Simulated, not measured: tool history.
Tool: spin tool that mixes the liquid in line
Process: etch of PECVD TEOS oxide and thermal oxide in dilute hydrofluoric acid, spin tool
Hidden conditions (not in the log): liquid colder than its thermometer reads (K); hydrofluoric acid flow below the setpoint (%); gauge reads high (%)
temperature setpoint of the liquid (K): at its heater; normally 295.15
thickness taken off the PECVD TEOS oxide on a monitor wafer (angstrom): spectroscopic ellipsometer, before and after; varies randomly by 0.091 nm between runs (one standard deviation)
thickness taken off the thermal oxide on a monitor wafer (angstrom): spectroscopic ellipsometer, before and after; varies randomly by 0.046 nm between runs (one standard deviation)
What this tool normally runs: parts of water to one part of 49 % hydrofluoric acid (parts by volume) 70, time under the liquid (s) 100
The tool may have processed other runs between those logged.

| run | hour | temperature setpoint of the liquid (K) | parts of water to one part of 49 % hydrofluoric acid (parts by volume) | time under the liquid (s) | wafers since the last listed run | hours since the thermometer was replaced | hours since the hydrofluoric acid flow meter was replaced | hours since the gauge calibration | read-back film thickness of the PECVD TEOS oxide reference wafer, read on the same gauge (nm) | read-back film thickness of the thermal oxide reference wafer, read on the same gauge (nm) | thickness taken off the PECVD TEOS oxide on a monitor wafer (angstrom) | thickness taken off the thermal oxide on a monitor wafer (angstrom) |
|---|---|---|---|---|---|---|---|---|---|---|---|---|
| 1 | 0.0 | 295.15 | 70 | 130 | 0 | 1823.4 | 644.0 | 290.5 | 70.01 | 40.05 | 213.4 | 72.3 |
|  | 10.8 | gauge calibrated |
| 2 | 17.2 | 295.15 | 70 | 100 | 144 | 1840.6 | 661.2 | 6.4 | 69.98 | 39.98 | 164.6 | 56.4 |
| 3 | 27.3 | 295.15 | 70 | 100 | 84 | 1850.7 | 671.3 | 16.5 | 70.00 | 40.07 | 163.9 | 55.5 |
| 4 | 39.1 | 295.15 | 60 | 115 | 98 | 1862.5 | 683.1 | 28.3 | 70.00 | 39.97 | 221.6 | 75.7 |
| 5 | 46.1 | 295.15 | 60 | 115 | 58 | 1869.5 | 690.1 | 35.3 | 70.01 | 40.00 | 220.4 | 76.7 |
| 6 | 58.9 | 295.15 | 70 | 100 | 107 | 1882.3 | 702.9 | 48.1 | 70.01 | 40.01 | 163.9 | 55.7 |
| 7 | 67.8 | 295.15 | 70 | 100 | 74 | 1891.2 | 711.8 | 57.0 | 70.00 | 40.04 | 163.6 | 55.7 |
| 8 | 85.0 | 295.15 | 100 | 100 | 144 | 1908.4 | 729.0 | 74.2 | 70.00 | 39.98 | 110.6 | 37.8 |
|  | 96.3 | hydrofluoric acid flow meter replaced |
| 9 | 96.8 | 295.15 | 70 | 100 | 90 | 1920.2 | 0.5 | 86.0 | 69.99 | 40.04 | 162.9 | 55.9 |
| 10 | 113.5 | 297.15 | 105 | 120 | 139 | 1936.9 | 17.2 | 102.7 | 69.99 | 40.04 | 136.5 | 47.0 |
| 11 | 122.4 | 296.65 | 90 | 80 | 74 | 1945.8 | 26.1 | 111.6 | 70.01 | 40.03 | 106.7 | 36.0 |
| 12 | 140.2 | 295.15 | 45 | 120 | 149 | 1963.6 | 43.9 | 129.4 | 70.00 | 39.98 | 311.8 | 106.9 |
| 13 | 148.5 | 297.15 | 85 | 100 | 69 | 1971.9 | 52.2 | 137.7 | 70.01 | 40.01 | 142.9 | 49.1 |
| 14 | 155.3 | 300.15 | 70 | 120 | 56 | 1978.7 | 59.0 | 144.5 | 69.98 | 40.01 | 241.5 | 82.5 |
|  | 158.0 | thermometer replaced |
| 15 | 167.8 | 295.15 | 70 | 40 | 96 | 9.8 | 71.5 | 157.0 | 70.00 | 39.98 | 73.0 | 24.8 |
| 16 | 182.0 | 299.65 | 85 | 100 | 118 | 24.0 | 85.7 | 171.2 | 70.00 | 40.01 | 176.8 | 59.6 |
| 17 | 199.0 | 295.15 | 70 | 120 | 142 | 41.0 | 102.7 | 188.2 | 70.00 | 39.99 | 220.1 | 75.2 |
| 18 | 214.4 | 290.15 | 70 | 155 | 129 | 56.4 | 118.1 | 203.6 | 70.00 | 39.99 | 228.1 | 77.5 |
| 19 | 230.5 | 291.15 | 80 | 155 | 134 | 72.5 | 134.2 | 219.7 | 70.01 | 39.99 | 206.1 | 70.6 |
| 20 | 247.6 | 297.15 | 105 | 120 | 143 | 89.6 | 151.3 | 236.8 | 70.00 | 40.01 | 149.8 | 51.1 |
| 21 | 260.5 | 300.15 | 70 | 100 | 108 | 102.5 | 164.2 | 249.7 | 69.98 | 40.01 | 220.9 | 76.0 |
| 22 | 276.0 | 295.15 | 70 | 100 | 129 | 118.0 | 179.7 | 265.2 | 70.00 | 40.01 | 179.8 | 63.0 |
| 23 | 291.9 | 295.15 | 70 | 100 | 133 | 133.9 | 195.6 | 281.1 | 70.00 | 40.02 | 181.9 | 62.3 |
| 24 | 305.7 | 290.15 | 70 | 155 | 115 | 147.7 | 209.4 | 294.9 | 69.99 | 39.97 | 228.1 | 76.4 |
| 25 | 316.7 | 295.15 | 70 | 100 | 92 | 158.7 | 220.4 | 305.9 | 70.01 | 40.00 | 181.3 | 61.3 |

5 options for the next run, each taken on its own from the tool as it stands now. Forecast them:
| A | 317.1 | 290.65 | 70 | 100 | 3 | 159.1 | 220.8 | 306.3 | ? | ? | ? | ? |
| B | 317.1 | 299.65 | 40 | 100 | 3 | 159.1 | 220.8 | 306.3 | ? | ? | ? | ? |
| C | 317.1 | 290.65 | 80 | 100 | 3 | 159.1 | 220.8 | 306.3 | ? | ? | ? | ? |
| D | 317.1 | 295.15 | 55 | 130 | 3 | 159.1 | 220.8 | 306.3 | ? | ? | ? | ? |
| E | 317.1 | 299.15 | 60 | 80 | 3 | 159.1 | 220.8 | 306.3 | ? | ? | ? | ? |

| run | read-back film thickness of the PECVD TEOS oxide reference wafer, read on the same gauge (nm) | read-back film thickness of the thermal oxide reference wafer, read on the same gauge (nm) | thickness taken off the PECVD TEOS oxide on a monitor wafer (angstrom) | thickness taken off the thermal oxide on a monitor wafer (angstrom) |
|---|---|---|---|---|
| A | 70.02 | 40.01 | 149.3 | 50.7 |
| B | 70.02 | 40.01 | 395.0 | 134.2 |
| C | 70.02 | 40.01 | 129.2 | 43.9 |
| D | 70.02 | 40.01 | 304.0 | 103.3 |
| E | 70.02 | 40.01 | 200.8 | 68.2 |
Had the tool no hidden state, the same runs would have come out as:
| run | thickness taken off the PECVD TEOS oxide on a monitor wafer (angstrom) | thickness taken off the thermal oxide on a monitor wafer (angstrom) |
|---|---|---|
| A | 152.0 | 51.7 |
| B | 402.0 | 136.6 |
| C | 131.6 | 44.7 |
| D | 309.5 | 105.2 |
| E | 204.3 | 69.4 |
